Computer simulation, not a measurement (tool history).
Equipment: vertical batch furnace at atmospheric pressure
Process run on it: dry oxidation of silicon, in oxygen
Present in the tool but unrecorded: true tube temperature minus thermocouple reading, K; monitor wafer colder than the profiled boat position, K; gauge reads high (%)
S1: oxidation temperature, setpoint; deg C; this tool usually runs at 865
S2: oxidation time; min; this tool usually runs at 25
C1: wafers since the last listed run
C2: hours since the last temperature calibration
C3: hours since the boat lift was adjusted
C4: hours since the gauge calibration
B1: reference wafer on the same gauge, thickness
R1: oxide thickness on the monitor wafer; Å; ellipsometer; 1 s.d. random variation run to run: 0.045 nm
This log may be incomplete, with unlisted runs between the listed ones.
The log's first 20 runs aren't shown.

run    hour   S1    S2    C1      C2      C3      C4     B1     R1
 21  1093.6  865    25   357   420.4    1259   526.3  13.31  141.2
 22  1125.5  887    19   356   452.3  1290.9   558.2   13.3  143.5
 23  1152.1  854    25   297   478.9  1317.5   584.8   13.3  133.8
 24  1207.2  842  28.5   615     534  1372.6   639.9  13.29  132.3
 25  1258.1  865    25   568   584.9  1423.5   690.8  13.29  140.6
 26  1305.6  882    25   530   632.4    1471   738.3   13.3  151.6
 27  1371.3  865    25   733   698.1  1536.7     804   13.3  140.5
 28  1402.7  876  21.5   350   729.5  1568.1   835.4  13.29  141.5
 29  1450.7  884    25   536   777.5  1616.1   883.4  13.28  153.1
 30  1511.6  873  29.5   680   838.4    1677   944.3  13.32  153.6
 31  1567.4  876    16   623   894.2  1732.8  1000.1   13.3  132.3
       1618  -- boat lift adjusted
 32  1623.4  841  15.5   357   950.2     5.4  1056.1   13.3  120.5
 33  1651.3  873    25   311   978.1    33.3    1084  13.31  147.8
 34  1713.2  851    25   691    1040    95.2  1145.9   13.3  134.8
 35  1882.3  865  32.5  1888  1209.1   264.3    1315  13.29  152.5
 36  1924.2  856    16   467    1251   306.2  1356.9  13.31  125.6
 37  1977.4  848    25   594  1304.2   359.4  1410.1  13.31  133.1
 38    2070  873  28.5  1034  1396.8     452  1502.7   13.3  153.2
 39  2126.4  865    29   629  1453.2   508.4  1559.1  13.31  148.1
 40  2163.2  865    25   410    1490   545.2  1595.9  13.31  142.7

What if the next run were any one of these 3? Each begins from the tool's condition after run 40:
  A  2167  865  25  42  1493.8  549  1599.7   ?   ?
  B  2167  883  18  42  1493.8  549  1599.7   ?   ?
  C  2167  845  32  42  1493.8  549  1599.7   ?   ?

run    B1     R1
  A  13.3    141
  B  13.3  139.6
  C  13.3    138
Take away the tool's hidden state, keep each run's random variation, and the runs would have read:
run     R1
  A    142
  B  140.5
  C    139
